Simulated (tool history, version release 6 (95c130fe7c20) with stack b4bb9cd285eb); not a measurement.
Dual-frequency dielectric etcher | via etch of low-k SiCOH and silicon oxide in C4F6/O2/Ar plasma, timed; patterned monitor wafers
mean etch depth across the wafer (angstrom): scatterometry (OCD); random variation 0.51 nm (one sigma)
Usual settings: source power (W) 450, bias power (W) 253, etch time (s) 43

run,hour,source power (W),bias power (W),etch time (s),wafers since the last listed run,hours since the last wet clean,hours since the last source power generator calibration,hours since the last bias power generator calibration,hours since the last upper electrode change,hours since the gauge calibration,"read-back reference wafer on the same gauge, depth_nm",mean etch depth across the wafer (angstrom)
1,0,450,280,43,0,521.9,4712.5,1790.4,2308.4,91.9,124,1362
2,16.2,430,253,43,182,538.1,4728.7,1806.6,2324.6,108.1,123.9,1303
3,58.2,420,253,43,473,580.1,4770.7,1848.6,2366.6,150.1,124,1291
# hour 93.8: upper electrode replaced
4,94.3,480,300,43,136,616.2,4806.8,1884.7,0.5,186.2,124.1,1440
5,94.6,480,300,43,3,616.5,4807.1,1885,0.8,186.5,124.1,1437
6,98,480,300,43,38,619.9,4810.5,1888.4,4.2,189.9,124.2,1443
# hour 105.9: gauge calibrated
7,110.7,450,253,43,143,632.6,4823.2,1901.1,16.9,4.8,124.1,1342
# hour 116.6: source power generator calibrated
8,118.1,450,253,43,38,640,1.5,1908.5,24.3,12.2,124.2,1343
# hour 145.2: wet clean of the chamber
9,145.7,450,253,43,40,0.5,29.1,1936.1,51.9,39.8,124.2,1277
10,160.1,400,253,43,162,14.9,43.5,1950.5,66.3,54.2,124.1,1210
11,175.9,450,270,43,178,30.7,59.3,1966.3,82.1,70,124,1303
# hour 192.7: bias power generator calibrated
12,193.2,450,253,53.5,149,48,76.6,0.5,99.4,87.3,123.7,1593
13,206.2,480,300,43,146,61,89.6,13.5,112.4,100.3,124,1391
14,215.2,450,270,31.5,101,70,98.6,22.5,121.4,109.3,124,961
15,222.2,400,253,43,78,77,105.6,29.5,128.4,116.3,123.8,1211
16,228.6,520,233,48.5,72,83.4,112,35.9,134.8,122.7,124,1529
17,244.4,400,253,37,178,99.2,127.8,51.7,150.6,138.5,124.1,1047

4 ways to go on from here, each from the tool as it stands after run 17. What would each give?
A,244.8,450,220,43,4,99.6,128.2,52.1,151,138.9,?,?
B,244.8,500,253,43,4,99.6,128.2,52.1,151,138.9,?,?
C,244.8,370,253,32.5,4,99.6,128.2,52.1,151,138.9,?,?
D,244.8,410,290,48,4,99.6,128.2,52.1,151,138.9,?,?

run,"read-back reference wafer on the same gauge, depth_nm",mean etch depth across the wafer (angstrom)
A,123.8,1248
B,123.8,1356
C,123.8,884
D,123.8,1422
Without the tool's hidden state the same runs would have given:
run,mean etch depth across the wafer (angstrom)
A,1239
B,1346
C,878
D,1412
